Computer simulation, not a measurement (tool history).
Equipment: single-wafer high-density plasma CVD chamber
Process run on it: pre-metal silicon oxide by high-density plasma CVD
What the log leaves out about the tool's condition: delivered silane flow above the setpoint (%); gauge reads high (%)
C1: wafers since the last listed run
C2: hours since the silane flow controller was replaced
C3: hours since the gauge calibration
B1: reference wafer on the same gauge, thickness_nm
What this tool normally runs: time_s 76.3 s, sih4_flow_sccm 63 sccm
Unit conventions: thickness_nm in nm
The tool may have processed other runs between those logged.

Run 1, hour 0: usual settings but time_s 66.3 s; C1 0; C2 4385.6; C3 49.7; B1 524.078. Result: thickness_nm 433.614 nm.
Run 2, hour 33.9: usual settings but sih4_flow_sccm 67 sccm; C1 456; C2 4419.5; C3 83.6; B1 523.804. Result: thickness_nm 525.117 nm.
Run 3, hour 63.3: usual settings but sih4_flow_sccm 67 sccm; C1 395; C2 4448.9; C3 113; B1 523.254. Result: thickness_nm 528.474 nm.
Run 4, hour 92.5: usual settings but sih4_flow_sccm 68 sccm; C1 393; C2 4478.1; C3 142.2; B1 523.699. Result: thickness_nm 534.259 nm.
Run 5, hour 120.9: usual settings but sih4_flow_sccm 68 sccm; C1 382; C2 4506.5; C3 170.6; B1 523.859. Result: thickness_nm 528.632 nm.
Run 6, hour 149.2: usual settings but sih4_flow_sccm 68 sccm; C1 380; C2 4534.8; C3 198.9; B1 523.975. Result: thickness_nm 534.686 nm.
Run 7, hour 161.8: usual settings but time_s 65 s; C1 169; C2 4547.4; C3 211.5; B1 524.139. Result: thickness_nm 428.375 nm.
Run 8, hour 178.3: usual settings but time_s 88.8 s, sih4_flow_sccm 52 sccm; C1 222; C2 4563.9; C3 228; B1 523.596. Result: thickness_nm 500.721 nm.
Run 9, hour 193.1: usual settings; C1 199; C2 4578.7; C3 242.8; B1 523.181. Result: thickness_nm 499.448 nm.
At hour 199.7: gauge calibrated.
Run 10, hour 228.4: usual settings but time_s 85.8 s, sih4_flow_sccm 72 sccm; C1 475; C2 4614; C3 28.7; B1 523.521. Result: thickness_nm 632.148 nm.
At hour 245.8: silane flow controller replaced.
Run 11, hour 313.9: usual settings but time_s 86 s, sih4_flow_sccm 52 sccm; C1 1043; C2 68.1; C3 114.2; B1 523.664. Result: thickness_nm 486.377 nm.
Run 12, hour 345.8: usual settings but time_s 63.2 s; C1 429; C2 100; C3 146.1; B1 523.697. Result: thickness_nm 414.628 nm.
Run 13, hour 368.2: usual settings; C1 301; C2 122.4; C3 168.5; B1 524.982. Result: thickness_nm 500.238 nm.
At hour 402.9: gauge calibrated.
Run 14, hour 403.8: usual settings; C1 479; C2 158; C3 0.9; B1 523.542. Result: thickness_nm 499.608 nm.
Run 15, hour 417.5: usual settings but time_s 66.2 s, sih4_flow_sccm 59 sccm; C1 184; C2 171.7; C3 14.6; B1 524.516. Result: thickness_nm 409.635 nm.

The tool's hidden state at each run:
delivered silane flow above the setpoint (%): 0 in every run
gauge reads high (%): 0 in every run
